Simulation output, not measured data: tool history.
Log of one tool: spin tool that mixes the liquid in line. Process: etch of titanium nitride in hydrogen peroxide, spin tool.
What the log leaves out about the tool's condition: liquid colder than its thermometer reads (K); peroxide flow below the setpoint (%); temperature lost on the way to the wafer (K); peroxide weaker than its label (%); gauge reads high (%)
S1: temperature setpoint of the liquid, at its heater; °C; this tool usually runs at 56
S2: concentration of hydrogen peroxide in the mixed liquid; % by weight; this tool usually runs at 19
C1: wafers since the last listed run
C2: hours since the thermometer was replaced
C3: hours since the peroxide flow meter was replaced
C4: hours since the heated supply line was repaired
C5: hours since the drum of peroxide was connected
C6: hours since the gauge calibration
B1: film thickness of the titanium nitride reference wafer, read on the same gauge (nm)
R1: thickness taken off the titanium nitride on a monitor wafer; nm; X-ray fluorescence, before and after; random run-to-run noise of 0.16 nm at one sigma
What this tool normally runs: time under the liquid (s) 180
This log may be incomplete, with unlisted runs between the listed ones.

run 1 day=0 | S1=62.5 S2=16.5 time_under_the_liquid_(s)=180 | C1=0 C2=2120.5 C3=1839.7 C4=1441 C5=990.5 C6=131.9 | B1=130.01 | R1=25.21
run 2 day=0.321 | S1=62.5 S2=16.5 time_under_the_liquid_(s)=180 | C1=75 C2=2128.2 C3=1847.4 C4=1448.7 C5=998.2 C6=139.6 | B1=129.98 | R1=25.33
run 3 day=0.792 | S1=61.5 S2=21.5 time_under_the_liquid_(s)=180 | C1=110 C2=2139.5 C3=1858.7 C4=1460 C5=1009.5 C6=150.9 | B1=129.99 | R1=24.98
run 4 day=1.262 | S1=61.5 S2=21.5 time_under_the_liquid_(s)=180 | C1=110 C2=2150.8 C3=1870 C4=1471.3 C5=1020.8 C6=162.2 | B1=130.02 | R1=24.82
run 5 day=1.65 | S1=61.5 S2=21.5 time_under_the_liquid_(s)=180 | C1=91 C2=2160.1 C3=1879.3 C4=1480.6 C5=1030.1 C6=171.5 | B1=130.02 | R1=24.94
run 6 day=2.362 | S1=56 S2=19 time_under_the_liquid_(s)=260 | C1=167 C2=2177.2 C3=1896.4 C4=1497.7 C5=1047.2 C6=188.6 | B1=129.98 | R1=23.71
run 7 day=2.696 | S1=56 S2=19 time_under_the_liquid_(s)=260 | C1=78 C2=2185.2 C3=1904.4 C4=1505.7 C5=1055.2 C6=196.6 | B1=129.99 | R1=23.72
-- day=2.833 gauge calibrated
-- day=2.846 peroxide flow meter replaced
run 8 day=3.233 | S1=56 S2=19 time_under_the_liquid_(s)=260 | C1=116 C2=2198.1 C3=9.3 C4=1518.6 C5=1068.1 C6=9.6 | B1=130 | R1=23.33
run 9 day=3.683 | S1=49.5 S2=20.5 time_under_the_liquid_(s)=145 | C1=105 C2=2208.9 C3=20.1 C4=1529.4 C5=1078.9 C6=20.4 | B1=130 | R1=8.21
-- day=4.017 heated supply line repaired
run 10 day=4.033 | S1=56 S2=19 time_under_the_liquid_(s)=180 | C1=72 C2=2217.3 C3=28.5 C4=0.4 C5=1087.3 C6=28.8 | B1=130.01 | R1=22.98
run 11 day=4.617 | S1=56 S2=19 time_under_the_liquid_(s)=180 | C1=137 C2=2231.3 C3=42.5 C4=14.4 C5=1101.3 C6=42.8 | B1=130.01 | R1=22.8
-- day=5.2 thermometer replaced
run 12 day=5.221 | S1=59 S2=19 time_under_the_liquid_(s)=180 | C1=132 C2=0.5 C3=57 C4=28.9 C5=1115.8 C6=57.3 | B1=130 | R1=27.88
-- day=5.488 new drum of peroxide connected
run 13 day=5.833 | S1=47 S2=14 time_under_the_liquid_(s)=180 | C1=134 C2=15.2 C3=71.7 C4=43.6 C5=8.3 C6=72 | B1=130.01 | R1=11.11

Run 14 comes next. What will it give?
run 14 day=6.254 | S1=56 S2=24.5 time_under_the_liquid_(s)=235 | C1=99 C2=25.3 C3=81.8 C4=53.7 C5=18.4 C6=82.1 | B1=? | R1=?

{"run 14": {"B1": 130, "R1": 31.08}}
Had the tool carried no hidden state, the very same run would have given R1 31.45 nm.

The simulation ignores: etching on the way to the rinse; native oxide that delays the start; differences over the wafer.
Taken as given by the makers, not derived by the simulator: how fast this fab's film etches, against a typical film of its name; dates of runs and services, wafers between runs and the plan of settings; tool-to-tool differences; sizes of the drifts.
